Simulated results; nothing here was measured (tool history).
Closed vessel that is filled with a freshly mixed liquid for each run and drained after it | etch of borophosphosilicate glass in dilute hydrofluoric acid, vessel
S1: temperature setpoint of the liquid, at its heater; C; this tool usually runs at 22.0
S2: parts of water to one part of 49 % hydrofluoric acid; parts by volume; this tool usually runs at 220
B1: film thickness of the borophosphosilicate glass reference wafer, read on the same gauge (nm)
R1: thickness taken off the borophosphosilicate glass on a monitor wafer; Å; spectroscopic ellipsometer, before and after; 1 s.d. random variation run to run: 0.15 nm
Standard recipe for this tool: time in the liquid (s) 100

run 1 hour=0.0 | S1=22.0 S2=285 time_in_the_liquid_(s)=65 | B1=121.96 | R1=107.6
run 2 hour=38.9 | S1=22.0 S2=285 time_in_the_liquid_(s)=65 | B1=122.21 | R1=105.5
run 3 hour=74.3 | S1=22.0 S2=285 time_in_the_liquid_(s)=65 | B1=122.37 | R1=106.1
run 4 hour=100.5 | S1=22.0 S2=220 time_in_the_liquid_(s)=100 | B1=122.44 | R1=224.9
run 5 hour=157.9 | S1=22.0 S2=220 time_in_the_liquid_(s)=100 | B1=122.73 | R1=226.7
-- hour=213.0 thermometer replaced
run 6 hour=229.1 | S1=22.0 S2=220 time_in_the_liquid_(s)=100 | B1=122.90 | R1=226.5
run 7 hour=278.8 | S1=22.0 S2=220 time_in_the_liquid_(s)=100 | B1=122.96 | R1=225.8
run 8 hour=342.2 | S1=22.0 S2=220 time_in_the_liquid_(s)=100 | B1=123.07 | R1=225.8
run 9 hour=376.9 | S1=22.0 S2=220 time_in_the_liquid_(s)=100 | B1=123.14 | R1=226.2
-- hour=416.3 gauge calibrated
run 10 hour=438.3 | S1=22.0 S2=220 time_in_the_liquid_(s)=100 | B1=120.38 | R1=221.9
run 11 hour=487.6 | S1=22.0 S2=220 time_in_the_liquid_(s)=100 | B1=121.02 | R1=221.3
run 12 hour=517.4 | S1=22.0 S2=220 time_in_the_liquid_(s)=100 | B1=121.34 | R1=225.5
run 13 hour=546.5 | S1=22.0 S2=220 time_in_the_liquid_(s)=100 | B1=121.61 | R1=223.0
run 14 hour=582.6 | S1=18.5 S2=220 time_in_the_liquid_(s)=100 | B1=121.86 | R1=197.3
run 15 hour=620.1 | S1=22.0 S2=220 time_in_the_liquid_(s)=100 | B1=122.11 | R1=225.7
run 16 hour=647.6 | S1=22.0 S2=220 time_in_the_liquid_(s)=100 | B1=122.32 | R1=225.4
run 17 hour=710.1 | S1=22.0 S2=270 time_in_the_liquid_(s)=100 | B1=122.62 | R1=174.5
-- hour=762.0 hydrofluoric acid flow meter replaced
run 18 hour=762.5 | S1=19.0 S2=220 time_in_the_liquid_(s)=100 | B1=122.82 | R1=199.5
run 19 hour=791.0 | S1=26.5 S2=220 time_in_the_liquid_(s)=100 | B1=122.88 | R1=267.8
run 20 hour=835.1 | S1=26.5 S2=220 time_in_the_liquid_(s)=100 | B1=122.98 | R1=265.6
-- hour=917.1 thermometer replaced
-- hour=1008.7 gauge calibrated
run 21 hour=1016.5 | S1=22.0 S2=220 time_in_the_liquid_(s)=100 | B1=119.75 | R1=219.7
run 22 hour=1063.9 | S1=25.0 S2=170 time_in_the_liquid_(s)=75 | B1=120.42 | R1=253.6
run 23 hour=1106.1 | S1=22.0 S2=220 time_in_the_liquid_(s)=145 | B1=120.88 | R1=322.6
run 24 hour=1158.4 | S1=22.0 S2=310 time_in_the_liquid_(s)=130 | B1=121.35 | R1=186.7
run 25 hour=1199.5 | S1=20.0 S2=220 time_in_the_liquid_(s)=100 | B1=121.63 | R1=206.2
run 26 hour=1255.0 | S1=22.0 S2=220 time_in_the_liquid_(s)=100 | B1=122.01 | R1=225.9
run 27 hour=1282.9 | S1=22.0 S2=220 time_in_the_liquid_(s)=100 | B1=122.12 | R1=225.2
run 28 hour=1318.4 | S1=22.0 S2=220 time_in_the_liquid_(s)=130 | B1=122.25 | R1=293.8

Some steps in R1, run to run, broken into two amounts with sign: the step expected even without the hidden condition (settings, incoming material, random variation), and the rest, left for the hidden condition together with whatever gauge scatter is not in both the measured and the hidden-condition-free result:
The hidden state here: liquid hotter than its thermometer reads (K); hydrofluoric acid flow above the setpoint (%); gauge reads high (%).
Run 3 -> 4: S2 285 -> 220, time in the liquid (s) 65 -> 100. R1 +118.8 Å: hidden state +2.5, all else +116.3.
Run 9 -> 10: gauge calibrated. R1 -4.3 Å: hidden state -5.1, all else +0.8.
Run 20 -> 21: S1 26.5 -> 22.0, thermometer replaced, gauge calibrated. R1 -45.9 Å: hidden state -6.9, all else -39.0.
Run 23 -> 24: S2 220 -> 310, time in the liquid (s) 145 -> 130. R1 -135.9 Å: hidden state -0.4, all else -135.5.
